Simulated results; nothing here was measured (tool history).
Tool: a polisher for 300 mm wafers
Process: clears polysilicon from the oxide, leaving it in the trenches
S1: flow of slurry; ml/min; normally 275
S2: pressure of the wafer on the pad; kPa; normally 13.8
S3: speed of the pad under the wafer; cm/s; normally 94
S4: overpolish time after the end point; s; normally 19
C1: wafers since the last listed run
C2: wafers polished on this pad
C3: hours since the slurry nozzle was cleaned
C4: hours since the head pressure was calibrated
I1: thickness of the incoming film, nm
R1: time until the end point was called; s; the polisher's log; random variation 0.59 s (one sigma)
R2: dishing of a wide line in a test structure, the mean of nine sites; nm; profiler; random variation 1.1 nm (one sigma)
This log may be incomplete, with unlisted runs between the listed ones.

run 1 day=0 | S1=275 S2=13.8 S3=94 S4=26 | C1=0 C2=1677 C3=320 C4=862.8 | I1=623.9 | R1=69.1 R2=82.1
-- day=0.108 worn pad replaced by a new one
run 2 day=1.979 | S1=275 S2=11 S3=94 S4=19 | C1=464 C2=464 C3=367.5 C4=910.3 | I1=620.2 | R1=83.2 R2=70.4
run 3 day=3.475 | S1=275 S2=11 S3=94 S4=19 | C1=371 C2=835 C3=403.4 C4=946.2 | I1=612.5 | R1=83.2 R2=69.1
run 4 day=4.521 | S1=275 S2=13.8 S3=94 S4=19 | C1=259 C2=1095 C3=428.5 C4=971.3 | I1=622.3 | R1=69.3 R2=75.4
run 5 day=5.742 | S1=275 S2=13.8 S3=68 S4=19 | C1=303 C2=1398 C3=457.8 C4=1000.6 | I1=615 | R1=91.1 R2=69.5
-- day=7.7 worn pad replaced by a new one
run 6 day=8.529 | S1=275 S2=13.8 S3=68 S4=19 | C1=650 C2=205 C3=524.7 C4=1067.5 | I1=625 | R1=92.7 R2=67.5
run 7 day=10.475 | S1=275 S2=13.8 S3=116 S4=19 | C1=482 C2=688 C3=571.4 C4=1114.2 | I1=627.7 | R1=59 R2=81.9
run 8 day=13.475 | S1=275 S2=13.8 S3=116 S4=19 | C1=744 C2=1433 C3=643.4 C4=1186.2 | I1=626.8 | R1=59 R2=78.2
-- day=14.25 worn pad replaced by a new one
run 9 day=14.983 | S1=275 S2=13.8 S3=116 S4=19 | C1=332 C2=181 C3=679.6 C4=1222.4 | I1=617.9 | R1=58.9 R2=80.2
run 10 day=17.233 | S1=275 S2=13.8 S3=94 S4=19 | C1=558 C2=740 C3=733.6 C4=1276.4 | I1=613.9 | R1=70.6 R2=75.2
run 11 day=18.692 | S1=275 S2=13.8 S3=116 S4=19 | C1=361 C2=1102 C3=768.6 C4=1311.4 | I1=627 | R1=59 R2=81.1
-- day=20.1 worn pad replaced by a new one
-- day=20.571 head pressure recalibrated
-- day=20.612 slurry nozzle cleaned
run 12 day=21.183 | S1=275 S2=11 S3=84 S4=19 | C1=546 C2=237 C3=13.7 C4=14.7 | I1=618 | R1=85.6 R2=70.1
run 13 day=23.55 | S1=275 S2=13.8 S3=94 S4=19 | C1=587 C2=825 C3=70.5 C4=71.5 | I1=624.8 | R1=64.2 R2=76
run 14 day=24.808 | S1=275 S2=13.8 S3=94 S4=19 | C1=312 C2=1137 C3=100.7 C4=101.7 | I1=612.7 | R1=62.8 R2=76.8
-- day=26.288 worn pad replaced by a new one
run 15 day=26.45 | S1=325 S2=11 S3=94 S4=10 | C1=366 C2=40 C3=140.1 C4=141.1 | I1=616.9 | R1=77 R2=53.8
run 16 day=29.196 | S1=225 S2=13.8 S3=94 S4=19 | C1=681 C2=722 C3=206 C4=207 | I1=624.6 | R1=65.7 R2=76.8
run 17 day=31.338 | S1=350 S2=11 S3=84 S4=11 | C1=531 C2=1253 C3=257.4 C4=258.4 | I1=624.3 | R1=85.4 R2=51.3
-- day=32.596 worn pad replaced by a new one
run 18 day=33.762 | S1=275 S2=13.8 S3=94 S4=9 | C1=560 C2=289 C3=315.6 C4=316.6 | I1=619.3 | R1=64.7 R2=54.9

Consider 3 possible next runs. They are alternatives, not a sequence: every one starts from the tool as it was left by run 18. What does each give?
run A day=33.779 | S1=250 S2=13.8 S3=94 S4=19 | C1=4 C2=293 C3=316 C4=317 | I1=622.5 | R1=? R2=?
run B day=33.779 | S1=275 S2=13.8 S3=72 S4=19 | C1=4 C2=293 C3=316 C4=317 | I1=622.5 | R1=? R2=?
run C day=33.779 | S1=235 S2=17.2 S3=94 S4=24 | C1=4 C2=293 C3=316 C4=317 | I1=622.5 | R1=? R2=?

run=A R1=65.8 R2=75.6
run=B R1=82.4 R2=69.7
run=C R1=53.9 R2=83.5
Without the tool's hidden state the same runs would have given:
run=A R1=64.4 R2=76.1
run=B R1=80.6 R2=70.3
run=C R1=52.7 R2=83.7
